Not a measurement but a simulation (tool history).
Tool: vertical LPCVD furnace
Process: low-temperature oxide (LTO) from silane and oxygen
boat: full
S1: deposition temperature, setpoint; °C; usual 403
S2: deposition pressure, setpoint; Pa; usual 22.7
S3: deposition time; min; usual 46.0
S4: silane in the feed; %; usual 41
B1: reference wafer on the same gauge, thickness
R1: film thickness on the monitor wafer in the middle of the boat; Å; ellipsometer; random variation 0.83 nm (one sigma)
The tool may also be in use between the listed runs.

Run 1, hour 0.0: usual settings but S4 48 %; B1 268.77. Result: R1 4009.5 Å.
Run 2, hour 36.5: usual settings but S4 48 %; B1 268.68. Result: R1 4025.7 Å.
Run 3, hour 208.3: usual settings but S4 48 %; B1 269.01. Result: R1 4014.4 Å.
Run 4, hour 272.7: usual settings; B1 269.16. Result: R1 3450.1 Å.
Run 5, hour 341.3: usual settings; B1 269.06. Result: R1 3441.1 Å.
Run 6, hour 410.3: usual settings; B1 269.05. Result: R1 3446.2 Å.
Run 7, hour 462.8: usual settings; B1 269.04. Result: R1 3460.8 Å.
Run 8, hour 544.1: usual settings; B1 269.07. Result: R1 3459.5 Å.
Run 9, hour 602.0: usual settings; B1 268.98. Result: R1 3471.4 Å.
Run 10, hour 716.4: usual settings; B1 269.15. Result: R1 3479.9 Å.
Run 11, hour 782.3: usual settings; B1 269.11. Result: R1 3462.9 Å.
Run 12, hour 819.8: usual settings; B1 269.12. Result: R1 3473.9 Å.
Run 13, hour 911.8: usual settings; B1 269.18. Result: R1 3455.1 Å.
Run 14, hour 964.1: usual settings; B1 268.75. Result: R1 3468.6 Å.
Run 15, hour 1044.0: usual settings; B1 268.98. Result: R1 3473.8 Å.
Run 16, hour 1133.6: usual settings; B1 268.99. Result: R1 3476.2 Å.
Run 17, hour 1235.2: usual settings but S1 396 °C, S4 38 %; B1 268.99. Result: R1 2960.4 Å.
Run 18, hour 1505.6: usual settings but S1 394 °C; B1 268.85. Result: R1 3036.8 Å.
Run 19, hour 1562.8: usual settings but S1 394 °C, S3 28.5 min, S4 44 %; B1 269.17. Result: R1 2036.2 Å.
Run 20, hour 1650.2: usual settings but S1 412 °C, S2 26.0 Pa; B1 268.93. Result: R1 4245.8 Å.
Run 21, hour 1718.2: usual settings but S4 46 %; B1 268.99. Result: R1 3796.7 Å.
Run 22, hour 1769.1: usual settings but S1 392 °C, S2 26.0 Pa, S4 35 %; B1 268.95. Result: R1 2772.9 Å.
Run 23, hour 1971.3: usual settings but S1 413 °C, S2 18.7 Pa; B1 269.16. Result: R1 3071.8 Å.
Run 24, hour 2052.1: usual settings but S3 60.5 min, S4 36 %; B1 268.95. Result: R1 3759.3 Å.
Run 25, hour 2106.4: usual settings but S3 60.5 min, S4 36 %; B1 268.99. Result: R1 3754.0 Å.
Run 26, hour 2181.2: usual settings; B1 268.91. Result: R1 3356.0 Å.
Run 27, hour 2227.8: usual settings but S3 64.0 min; B1 268.88. Result: R1 4672.4 Å.
Run 28, hour 2310.1: usual settings but S1 398 °C, S2 21.3 Pa, S3 53.0 min, S4 38 %; B1 268.86. Result: R1 3149.3 Å.
Run 29, hour 2376.6: usual settings but S1 399 °C, S2 20.0 Pa, S3 63.0 min, S4 47 %; B1 268.98. Result: R1 4482.5 Å.
Run 30, hour 2480.7: usual settings but S1 399 °C, S4 39 %; B1 269.12. Result: R1 3039.2 Å.
Run 31, hour 2529.0: usual settings but S2 20.0 Pa, S3 27.5 min, S4 49 %; B1 268.83. Result: R1 2115.9 Å.

Taken out of this log: 4 entries between the listed runs. Where each belongs, and how the hidden state differs across it:
Between runs 9 and 10: pressure gauge zeroed (hour 715.9)
  deviation of the silane flow from its setpoint, %: 5.23 -> 5.41
  measured less the result without the state, R1: +114.6 -> +118.6 Å
Between runs 17 and 18: silane flow controller replaced (hour 1386.9); thermocouples replaced and temperature profile calibrated (hour 1461.5)
  deviation of the silane flow from its setpoint, %: 6.29 -> 0.367
  measured less the result without the state, R1: +134.4 -> +7.7 Å
Between runs 22 and 23: gauge calibrated (hour 1820.0)
  deviation of the silane flow from its setpoint, %: 0.384 -> 0.408
  measured less the result without the state, R1: +9.3 -> +8.2 Å
